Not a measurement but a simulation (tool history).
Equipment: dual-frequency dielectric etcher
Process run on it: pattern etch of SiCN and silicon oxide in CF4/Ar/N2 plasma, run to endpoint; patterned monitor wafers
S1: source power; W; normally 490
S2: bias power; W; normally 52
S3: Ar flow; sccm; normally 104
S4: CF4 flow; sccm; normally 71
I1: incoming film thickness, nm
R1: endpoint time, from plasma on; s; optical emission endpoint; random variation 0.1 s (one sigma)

run,hour,S1,S2,S3,S4,I1,R1
1,0,420,52,104,71,15.43,20.4
2,9.7,490,52,112,71,15.43,17.6
3,16.6,490,52,112,71,15.48,17.9
4,29.8,490,52,112,71,15.34,17.8
5,36.2,490,52,104,71,15.41,17.7
# hour 81.5: wet clean of the chamber
6,82,490,52,104,71,15.39,18.4
# hour 96.8: bias power generator calibrated
# hour 124: upper electrode replaced
7,124.5,490,52,104,71,15.25,18.1
8,124.8,490,52,104,71,15.43,18.3
9,135.8,490,52,104,71,15.45,18.3
10,153.1,490,52,104,71,15.36,18.2
11,164.7,490,52,104,71,15.41,18.1
12,174.9,490,52,118,71,15.34,18.3
13,183.7,440,52,104,54,15.44,21.1
14,196.5,490,52,104,71,15.61,18.5
# hour 208.6: CF4 flow controller replaced
# hour 209.6: source power generator calibrated
15,210.1,490,52,120,62,15.54,19.1
16,220.2,490,52,104,71,15.57,18.4
17,235.3,490,47,90,76,15.51,18.2
# hour 249.3: Ar flow controller replaced
18,249.8,450,45,126,79,15.43,20.3
19,265.4,490,52,104,71,15.43,18
20,272.7,490,52,104,71,15.18,17.9
21,283.6,490,52,104,86,15.37,17.5
22,290.4,490,63,104,80,15.3,17
23,300.2,490,52,104,71,15.48,18.2
24,308.7,570,65,104,71,15.44,15

For run 25, what comes out?
25,323.2,410,62,104,62,15.3,?

{"run 25": {"R1": 20.6}}
Without the tool's hidden state the same run would have given R1 21 s.
